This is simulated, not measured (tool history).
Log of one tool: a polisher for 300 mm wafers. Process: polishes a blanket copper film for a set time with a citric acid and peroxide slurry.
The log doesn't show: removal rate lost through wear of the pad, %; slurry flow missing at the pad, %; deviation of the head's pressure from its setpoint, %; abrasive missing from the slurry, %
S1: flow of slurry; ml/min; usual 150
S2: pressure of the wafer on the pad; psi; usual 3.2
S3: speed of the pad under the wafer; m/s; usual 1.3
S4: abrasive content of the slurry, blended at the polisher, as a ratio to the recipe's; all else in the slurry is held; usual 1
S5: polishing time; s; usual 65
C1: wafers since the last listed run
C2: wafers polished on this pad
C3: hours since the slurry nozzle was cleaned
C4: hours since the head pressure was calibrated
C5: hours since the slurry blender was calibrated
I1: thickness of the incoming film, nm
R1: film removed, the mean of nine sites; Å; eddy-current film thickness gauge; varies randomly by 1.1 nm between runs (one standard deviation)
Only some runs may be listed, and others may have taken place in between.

Run 1, hour 0: usual settings; C1 0; C2 2690; C3 531; C4 282.7; C5 243.9; I1 710.2. Result: R1 1653 Å.
At hour 73.2: worn pad replaced by a new one.
Run 2, hour 111.5: usual settings; C1 779; C2 277; C3 642.5; C4 394.2; C5 355.4; I1 715.7. Result: R1 1611 Å.
At hour 168.7: head pressure recalibrated.
At hour 205.2: slurry nozzle cleaned.
Run 3, hour 218.6: usual settings; C1 754; C2 1032; C3 13.4; C4 49.9; C5 462.5; I1 735.1. Result: R1 1754 Å.
At hour 280.7: slurry blender recalibrated.
Run 4, hour 287.3: usual settings but S5 58 s; C1 483; C2 1516; C3 82.1; C4 118.6; C5 6.6; I1 717.7. Result: R1 1569 Å.
Run 5, hour 324.8: usual settings but S5 58 s; C1 271; C2 1787; C3 119.6; C4 156.1; C5 44.1; I1 710.7. Result: R1 1546 Å.
Run 6, hour 415.8: usual settings; C1 659; C2 2447; C3 210.6; C4 247.1; C5 135.1; I1 722. Result: R1 1703 Å.
Run 7, hour 509.9: usual settings; C1 682; C2 3129; C3 304.7; C4 341.2; C5 229.2; I1 724.2. Result: R1 1670 Å.
Run 8, hour 555: usual settings; C1 326; C2 3456; C3 349.8; C4 386.3; C5 274.3; I1 719.8. Result: R1 1665 Å.
At hour 584.5: worn pad replaced by a new one.
At hour 592.5: head pressure recalibrated.
Run 9, hour 605.7: usual settings; C1 324; C2 139; C3 400.5; C4 13.2; C5 325; I1 721.3. Result: R1 1712 Å.
At hour 678.7: slurry blender recalibrated.
Run 10, hour 699.7: usual settings; C1 666; C2 806; C3 494.5; C4 107.2; C5 21; I1 712.3. Result: R1 1704 Å.
Run 11, hour 765.3: usual settings; C1 475; C2 1281; C3 560.1; C4 172.8; C5 86.6; I1 727. Result: R1 1691 Å.
Run 12, hour 847.8: usual settings but S4 1.25; C1 598; C2 1880; C3 642.6; C4 255.3; C5 169.1; I1 726.6. Result: R1 1786 Å.
Run 13, hour 905.1: usual settings; C1 415; C2 2295; C3 699.9; C4 312.6; C5 226.4; I1 710.2. Result: R1 1655 Å.
At hour 920.8: slurry nozzle cleaned.
Run 14, hour 973.5: usual settings; C1 488; C2 2784; C3 52.7; C4 381; C5 294.8; I1 715.3. Result: R1 1627 Å.
Run 15, hour 1032.1: usual settings but S1 195 ml/min, S3 1.5 m/s, S4 1.3, S5 79 s; C1 424; C2 3208; C3 111.3; C4 439.6; C5 353.4; I1 713.9. Result: R1 2367 Å.
Run 16, hour 1085.8: usual settings but S2 3.6 psi, S3 0.92 m/s, S5 79 s; C1 389; C2 3598; C3 165; C4 493.3; C5 407.1; I1 726.6. Result: R1 1660 Å.
At hour 1109.3: worn pad replaced by a new one.
At hour 1110.9: head pressure recalibrated.
Run 17, hour 1165.9: usual settings but S1 180 ml/min, S3 1.48 m/s, S4 1.3; C1 539; C2 398; C3 245.1; C4 55; C5 487.2; I1 723.7. Result: R1 2076 Å.
At hour 1172.6: slurry blender recalibrated.
Run 18, hour 1261.8: usual settings but S1 170 ml/min, S2 2.9 psi, S3 1.44 m/s, S5 83 s; C1 680; C2 1079; C3 341; C4 150.9; C5 89.2; I1 716.3. Result: R1 2292 Å.
Run 19, hour 1315.7: usual settings but S3 1.6 m/s; C1 390; C2 1470; C3 394.9; C4 204.8; C5 143.1; I1 715.2. Result: R1 1996 Å.
Run 20, hour 1366.7: usual settings but S2 2.3 psi; C1 369; C2 1840; C3 445.9; C4 255.8; C5 194.1; I1 719.3. Result: R1 1342 Å.
Run 21, hour 1446.2: usual settings but S1 170 ml/min, S3 1.52 m/s; C1 576; C2 2416; C3 525.4; C4 335.3; C5 273.6; I1 712.9. Result: R1 1902 Å.
Run 22, hour 1537.8: usual settings; C1 664; C2 3080; C3 617; C4 426.9; C5 365.2; I1 711.4. Result: R1 1619 Å.
At hour 1558.6: worn pad replaced by a new one.
At hour 1626.4: head pressure recalibrated.
Run 23, hour 1629.4: usual settings but S3 0.94 m/s, S4 0.8, S5 84 s; C1 620; C2 498; C3 708.6; C4 3; C5 456.8; I1 712.5. Result: R1 1728 Å.
At hour 1669.7: slurry nozzle cleaned.
Run 24, hour 1673.5: usual settings; C1 312; C2 811; C3 3.8; C4 47.1; C5 500.9; I1 715.7. Result: R1 1756 Å.
At hour 1682.8: slurry blender recalibrated.
Run 25, hour 1735.9: usual settings but S2 2.8 psi, S3 1.76 m/s, S5 49 s; C1 437; C2 1249; C3 66.2; C4 109.5; C5 53.1; I1 722.5. Result: R1 1489 Å.
Run 26, hour 1777.2: usual settings but S2 3.6 psi, S3 1.56 m/s; C1 299; C2 1548; C3 107.5; C4 150.8; C5 94.4; I1 709.4. Result: R1 2189 Å.
Run 27, hour 1986.9: usual settings but S1 175 ml/min, S2 4.2 psi; C1 1520; C2 3068; C3 317.2; C4 360.5; C5 304.1; I1 711.6. Result: R1 2127 Å.
Run 28, hour 2050.7: usual settings; C1 462; C2 3531; C3 381; C4 424.3; C5 367.9; I1 715. Result: R1 1628 Å.
At hour 2071.3: worn pad replaced by a new one.
At hour 2073.1: head pressure recalibrated.
At hour 2101.2: slurry blender recalibrated.
Run 29, hour 2132.7: usual settings; C1 537; C2 417; C3 463; C4 59.6; C5 31.5; I1 713.1. Result: R1 1767 Å.
Run 30, hour 2175.5: usual settings but S1 105 ml/min, S2 2.6 psi; C1 310; C2 727; C3 505.8; C4 102.4; C5 74.3; I1 726.5. Result: R1 1367 Å.

What differs in the tool's unlogged condition from the final listed run ahead of each entry between runs to the first listed run following it?
Between runs 1 and 2: worn pad replaced by a new one (hour 73.2)
  deviation of the head's pressure from its setpoint, %: -5.83 -> -9.48
  what was measured, less what the result would be without the hidden state, R1: -79 -> -128 Å
Between runs 2 and 3: head pressure recalibrated (hour 168.7); slurry nozzle cleaned (hour 205.2)
  deviation of the head's pressure from its setpoint, %: -9.48 -> 1.02
  what was measured, less what the result would be without the hidden state, R1: -128 -> +14 Å
Between runs 3 and 4: slurry blender recalibrated (hour 280.7)
  deviation of the head's pressure from its setpoint, %: 1.02 -> 0.463
  what was measured, less what the result would be without the hidden state, R1: +14 -> +6 Å
Between runs 8 and 9: worn pad replaced by a new one (hour 584.5); head pressure recalibrated (hour 592.5)
  deviation of the head's pressure from its setpoint, %: -6.07 -> -0.533
  what was measured, less what the result would be without the hidden state, R1: -82 -> -7 Å
Between runs 9 and 10: slurry blender recalibrated (hour 678.7)
  deviation of the head's pressure from its setpoint, %: -0.533 -> -1.08
  what was measured, less what the result would be without the hidden state, R1: -7 -> -15 Å
Between runs 13 and 14: slurry nozzle cleaned (hour 920.8)
  deviation of the head's pressure from its setpoint, %: -5.25 -> -7.55
  what was measured, less what the result would be without the hidden state, R1: -71 -> -102 Å
Between runs 16 and 17: worn pad replaced by a new one (hour 1109.3); head pressure recalibrated (hour 1110.9)
  deviation of the head's pressure from its setpoint, %: -12.3 -> 1.36
  what was measured, less what the result would be without the hidden state, R1: -175 -> +22 Å
Between runs 17 and 18: slurry blender recalibrated (hour 1172.6)
  deviation of the head's pressure from its setpoint, %: 1.36 -> 0.401
  what was measured, less what the result would be without the hidden state, R1: +22 -> +7 Å
Between runs 22 and 23: worn pad replaced by a new one (hour 1558.6); head pressure recalibrated (hour 1626.4)
  deviation of the head's pressure from its setpoint, %: -7.31 -> 0.763
  what was measured, less what the result would be without the hidden state, R1: -97 -> +10 Å
Between runs 23 and 24: slurry nozzle cleaned (hour 1669.7)
  deviation of the head's pressure from its setpoint, %: 0.763 -> 0.656
  what was measured, less what the result would be without the hidden state, R1: +10 -> +9 Å
Between runs 24 and 25: slurry blender recalibrated (hour 1682.8)
  deviation of the head's pressure from its setpoint, %: 0.656 -> 0.184
  what was measured, less what the result would be without the hidden state, R1: +9 -> +2 Å
Between runs 28 and 29: worn pad replaced by a new one (hour 2071.3); head pressure recalibrated (hour 2073.1); slurry blender recalibrated (hour 2101.2)
  deviation of the head's pressure from its setpoint, %: -7.94 -> 1.38
  what was measured, less what the result would be without the hidden state, R1: -107 -> +19 Å

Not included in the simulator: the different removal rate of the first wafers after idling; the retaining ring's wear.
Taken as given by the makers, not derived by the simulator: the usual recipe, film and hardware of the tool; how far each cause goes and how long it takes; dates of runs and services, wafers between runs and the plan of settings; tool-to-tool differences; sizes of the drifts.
